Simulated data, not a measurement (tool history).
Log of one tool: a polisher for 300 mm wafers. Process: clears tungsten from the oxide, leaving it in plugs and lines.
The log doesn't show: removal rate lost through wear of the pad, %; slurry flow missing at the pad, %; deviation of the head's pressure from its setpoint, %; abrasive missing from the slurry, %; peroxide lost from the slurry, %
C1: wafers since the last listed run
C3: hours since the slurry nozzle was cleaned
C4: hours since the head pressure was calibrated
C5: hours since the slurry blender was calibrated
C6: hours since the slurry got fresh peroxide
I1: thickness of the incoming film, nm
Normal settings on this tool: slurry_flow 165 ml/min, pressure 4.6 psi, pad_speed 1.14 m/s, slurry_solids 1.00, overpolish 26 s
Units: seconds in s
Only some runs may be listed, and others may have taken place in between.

Run 1, hour 0.0: usual settings but pad_speed 0.98 m/s, overpolish 35 s; C1 0; wafers polished on this pad 4497; C3 95.9; C4 302.7; C5 239.5; C6 388.2; I1 261.2. Result: seconds 51.9 s.
At hour 6.6: worn pad replaced by a new one.
Run 2, hour 68.3: usual settings but pad_speed 0.98 m/s, overpolish 35 s; C1 725; wafers polished on this pad 696; C3 164.2; C4 371.0; C5 307.8; C6 456.5; I1 255.8. Result: seconds 51.9 s.
At hour 75.1: slurry tank refilled with fresh slurry and peroxide.
Run 3, hour 129.4: usual settings; C1 678; wafers polished on this pad 1374; C3 225.3; C4 432.1; C5 368.9; C6 54.3; I1 260.0. Result: seconds 40.8 s.
At hour 184.5: head pressure recalibrated.
Run 4, hour 199.5: usual settings; C1 768; wafers polished on this pad 2142; C3 295.4; C4 15.0; C5 439.0; C6 124.4; I1 260.3. Result: seconds 43.8 s.
At hour 236.7: slurry blender recalibrated.
Run 5, hour 292.7: usual settings but pad_speed 1.24 m/s; C1 1028; wafers polished on this pad 3171; C3 388.6; C4 108.2; C5 56.0; C6 217.6; I1 258.0. Result: seconds 41.9 s.
At hour 430.5: worn pad replaced by a new one.
At hour 520.6: slurry tank refilled with fresh slurry and peroxide.
At hour 569.2: head pressure recalibrated.
Run 6, hour 577.4: usual settings but pad_speed 1.24 m/s; C1 3133; wafers polished on this pad 1624; C3 673.3; C4 8.2; C5 340.7; C6 56.8; I1 263.2. Result: seconds 42.1 s.
At hour 593.6: slurry nozzle cleaned.
At hour 621.8: slurry blender recalibrated.
Run 7, hour 676.7: usual settings but pad_speed 1.24 m/s; C1 1086; wafers polished on this pad 2710; C3 83.1; C4 107.5; C5 54.9; C6 156.1; I1 265.6. Result: seconds 39.7 s.
Run 8, hour 747.7: usual settings but overpolish 16 s; C1 801; wafers polished on this pad 3511; C3 154.1; C4 178.5; C5 125.9; C6 227.1; I1 260.0. Result: seconds 44.4 s.
Run 9, hour 788.6: usual settings but overpolish 16 s; C1 461; wafers polished on this pad 3973; C3 195.0; C4 219.4; C5 166.8; C6 268.0; I1 260.4. Result: seconds 45.8 s.
At hour 794.5: worn pad replaced by a new one.
Run 10, hour 889.7: usual settings but overpolish 16 s; C1 1095; wafers polished on this pad 1073; C3 296.1; C4 320.5; C5 267.9; C6 369.1; I1 262.6. Result: seconds 46.2 s.
At hour 936.4: head pressure recalibrated.
At hour 994.9: slurry tank refilled with fresh slurry and peroxide.
Run 11, hour 996.3: usual settings but slurry_flow 145 ml/min, pad_speed 0.98 m/s, slurry_solids 0.90; C1 1168; wafers polished on this pad 2242; C3 402.7; C4 59.9; C5 374.5; C6 1.4; I1 256.9. Result: seconds 48.0 s.
Run 12, hour 1043.9: usual settings; C1 537; wafers polished on this pad 2779; C3 450.3; C4 107.5; C5 422.1; C6 49.0; I1 258.2. Result: seconds 43.2 s.
At hour 1073.9: slurry blender recalibrated.
Run 13, hour 1107.6: usual settings but slurry_flow 145 ml/min, pad_speed 0.88 m/s; C1 696; wafers polished on this pad 3475; C3 514.0; C4 171.2; C5 33.7; C6 112.7; I1 260.1. Result: seconds 59.6 s.
At hour 1172.7: worn pad replaced by a new one.
Run 14, hour 1195.9: usual settings; C1 951; wafers polished on this pad 262; C3 602.3; C4 259.5; C5 122.0; C6 201.0; I1 259.5. Result: seconds 48.8 s.
At hour 1232.4: slurry nozzle cleaned.
Run 15, hour 1237.9: usual settings but slurry_flow 190 ml/min, pad_speed 0.76 m/s, slurry_solids 0.85, overpolish 17 s; C1 462; wafers polished on this pad 724; C3 5.5; C4 301.5; C5 164.0; C6 243.0; I1 259.7. Result: seconds 63.9 s.
Run 16, hour 1337.8: usual settings but slurry_flow 140 ml/min, pad_speed 0.74 m/s; C1 1127; wafers polished on this pad 1851; C3 105.4; C4 401.4; C5 263.9; C6 342.9; I1 259.4. Result: seconds 69.0 s.
At hour 1358.4: head pressure recalibrated.
Run 17, hour 1440.0: usual settings but pad_speed 0.92 m/s; C1 1130; wafers polished on this pad 2982; C3 207.6; C4 81.6; C5 366.1; C6 445.1; I1 265.0. Result: seconds 57.1 s.
At hour 1484.5: slurry tank refilled with fresh slurry and peroxide.
Run 18, hour 1499.5: usual settings but slurry_flow 215 ml/min, pad_speed 1.00 m/s, overpolish 41 s; C1 660; wafers polished on this pad 3642; C3 267.1; C4 141.1; C5 425.6; C6 15.0; I1 262.2. Result: seconds 43.0 s.
At hour 1563.2: slurry blender recalibrated.
Run 19, hour 1582.0: usual settings but pressure 3.0 psi, pad_speed 0.96 m/s, slurry_solids 1.25, overpolish 16 s; C1 908; wafers polished on this pad 4550; C3 349.6; C4 223.6; C5 18.8; C6 97.5; I1 261.1. Result: seconds 63.4 s.
At hour 1613.8: worn pad replaced by a new one.
Run 20, hour 1623.5: usual settings but pad_speed 0.76 m/s, overpolish 34 s; C1 423; wafers polished on this pad 109; C3 391.1; C4 265.1; C5 60.3; C6 139.0; I1 260.1. Result: seconds 62.9 s.
Run 21, hour 1706.6: usual settings but pad_speed 1.38 m/s, overpolish 21 s; C1 937; wafers polished on this pad 1046; C3 474.2; C4 348.2; C5 143.4; C6 222.1; I1 260.0. Result: seconds 39.3 s.
At hour 1755.2: head pressure recalibrated.
Run 22, hour 1787.3: usual settings but overpolish 34 s; C1 887; wafers polished on this pad 1934; C3 554.9; C4 32.1; C5 224.1; C6 302.8; I1 262.9. Result: seconds 48.3 s.
Run 23, hour 1850.8: usual settings but pressure 5.2 psi, pad_speed 1.26 m/s, overpolish 36 s; C1 716; wafers polished on this pad 2651; C3 618.4; C4 95.6; C5 287.6; C6 366.3; I1 263.9. Result: seconds 42.1 s.
At hour 1911.2: slurry tank refilled with fresh slurry and peroxide.
Run 24, hour 1913.8: usual settings but slurry_flow 205 ml/min, pressure 4.0 psi; C1 699; wafers polished on this pad 3350; C3 681.4; C4 158.6; C5 350.6; C6 2.6; I1 257.3. Result: seconds 44.4 s.

Forecast each of these 5 alternatives for the next run:
Run A, hour 1914.2: usual settings but slurry_solids 0.70; C1 4; wafers polished on this pad 3355; C3 681.8; C4 159.0; C5 351.0; C6 3.0; I1 261.4. Result: seconds ?.
Run B, hour 1914.2: usual settings but slurry_flow 145 ml/min, slurry_solids 1.10; C1 4; wafers polished on this pad 3355; C3 681.8; C4 159.0; C5 351.0; C6 3.0; I1 261.4. Result: seconds ?.
Run C, hour 1914.2: usual settings but slurry_flow 105 ml/min, pressure 3.3 psi; C1 4; wafers polished on this pad 3355; C3 681.8; C4 159.0; C5 351.0; C6 3.0; I1 261.4. Result: seconds ?.
Run D, hour 1914.2: usual settings but pad_speed 0.78 m/s; C1 4; wafers polished on this pad 3355; C3 681.8; C4 159.0; C5 351.0; C6 3.0; I1 261.4. Result: seconds ?.
Run E, hour 1914.2: usual settings but pressure 3.3 psi; C1 4; wafers polished on this pad 3355; C3 681.8; C4 159.0; C5 351.0; C6 3.0; I1 261.4. Result: seconds ?.

run  seconds
  A     45.9
  B     43.0
  C     61.6
  D     59.3
  E     53.4
With the hidden condition removed and each run's random variation left untouched, the same runs would have given:
run  seconds
  A     39.8
  B     36.7
  C     50.3
  D     51.4
  E     46.2
